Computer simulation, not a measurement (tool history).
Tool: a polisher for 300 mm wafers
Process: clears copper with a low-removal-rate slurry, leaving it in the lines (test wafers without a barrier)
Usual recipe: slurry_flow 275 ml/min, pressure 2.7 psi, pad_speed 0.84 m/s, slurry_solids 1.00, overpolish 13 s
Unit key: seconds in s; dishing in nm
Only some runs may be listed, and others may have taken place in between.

run    hour  slurry_flow  pressure  pad_speed  slurry_solids  overpolish  incoming thickness of the incoming film, nm  seconds  dishing
  1     0.0          275       2.7       0.84           1.00          13                                        324.7    142.9     23.6
       83.4  -- slurry nozzle cleaned
       86.5  -- slurry blender recalibrated
  2    94.1          275       2.7       0.84           1.00          13                                        327.5    148.1     23.8
      140.3  -- worn pad replaced by a new one
  3   192.3          275       2.7       0.84           1.00          13                                        327.2    136.3     23.9
  4   254.9          275       2.7       0.84           1.00          13                                        320.8    134.9     23.6
      307.7  -- head pressure recalibrated
  5   322.4          315       2.7       0.66           1.00          13                                        331.3    181.0     19.4
  6   376.8          315       2.7       0.66           1.00          13                                        320.6    176.0     19.1
  7   415.4          275       2.7       0.84           1.00          13                                        327.1    141.3     23.5
  8   513.0          275       2.7       0.84           1.00          13                                        320.7    139.2     23.3
      543.3  -- worn pad replaced by a new one
  9   573.4          275       2.7       0.84           1.00          13                                        322.3    137.8     24.6
      603.1  -- slurry blender recalibrated
      646.5  -- slurry nozzle cleaned
 10   651.4          275       2.7       0.62           1.00          18                                        325.6    189.4     23.6
      939.9  -- worn pad replaced by a new one
 11   974.1          275       2.7       0.62           1.00          18                                        325.1    185.8     24.3
 12  1011.0          275       2.7       0.62           1.00          18                                        322.0    187.1     24.5
     1054.5  -- slurry blender recalibrated
 13  1094.0          275       2.7       0.84           1.00          13                                        320.4    136.2     24.1
 14  1197.5          275       2.7       0.84           1.00          13                                        324.6    140.5     24.1
     1218.2  -- slurry nozzle cleaned
 15  1358.3          275       1.9       0.76           1.00           8                                        319.6    194.3     11.2
     1403.7  -- worn pad replaced by a new one
 16  1437.5          275       2.7       0.84           1.20           9                                        319.6    135.1     17.1
     1506.3  -- slurry blender recalibrated
 17  1533.7          275       2.7       0.84           1.00          13                                        330.0    143.7     24.8
 18  1571.8          275       2.7       0.84           1.00          13                                        320.5    141.1     24.6
 19  1649.7          220       2.7       0.84           1.00          11                                        323.6    144.0     19.8
     1656.6  -- head pressure recalibrated
     1684.0  -- slurry nozzle cleaned
 20  1740.8          275       2.7       0.84           1.15          19                                        327.0    142.2     33.9
 21  1786.5          320       2.7       1.10           1.20          18                                        326.4    108.1     40.8
     1794.3  -- worn pad replaced by a new one
 22  1854.3          335       3.1       1.08           1.00           8                                        327.4     98.5     20.7
     1931.6  -- slurry blender recalibrated
 23  1935.6          350       2.7       0.92           1.00          13                                        322.4    121.8     26.1
 24  1991.3          275       2.7       0.84           1.00          13                                        320.2    134.7     23.5
     2201.5  -- worn pad replaced by a new one
 25  2232.0          275       2.7       0.84           0.85          17                                        319.3    138.3     29.5
     2243.1  -- slurry nozzle cleaned
 26  2296.8          275       2.7       0.84           1.00          13                                        323.1    135.0     22.9

Some steps in seconds, run to run, broken into two amounts with sign: the step expected even without the hidden condition (settings, incoming material, random variation), and the rest, left for the hidden condition together with whatever gauge scatter is not in both the measured and the hidden-condition-free result:
The tool's hidden condition here consists of: removal rate lost through wear of the pad, %; slurry flow missing at the pad, %; deviation of the head's pressure from its setpoint, %; abrasive missing from the slurry, %.
Run 14 -> 15: pressure 2.7 -> 1.9, pad_speed 0.84 -> 0.76, overpolish 13 -> 8, slurry nozzle cleaned. seconds +53.8 s: hidden state +7.1, all else +46.7.
Run 15 -> 16: pressure 1.9 -> 2.7, pad_speed 0.76 -> 0.84, slurry_solids 1.00 -> 1.20, overpolish 8 -> 9, worn pad replaced by a new one. seconds -59.2 s: hidden state -8.5, all else -50.7.
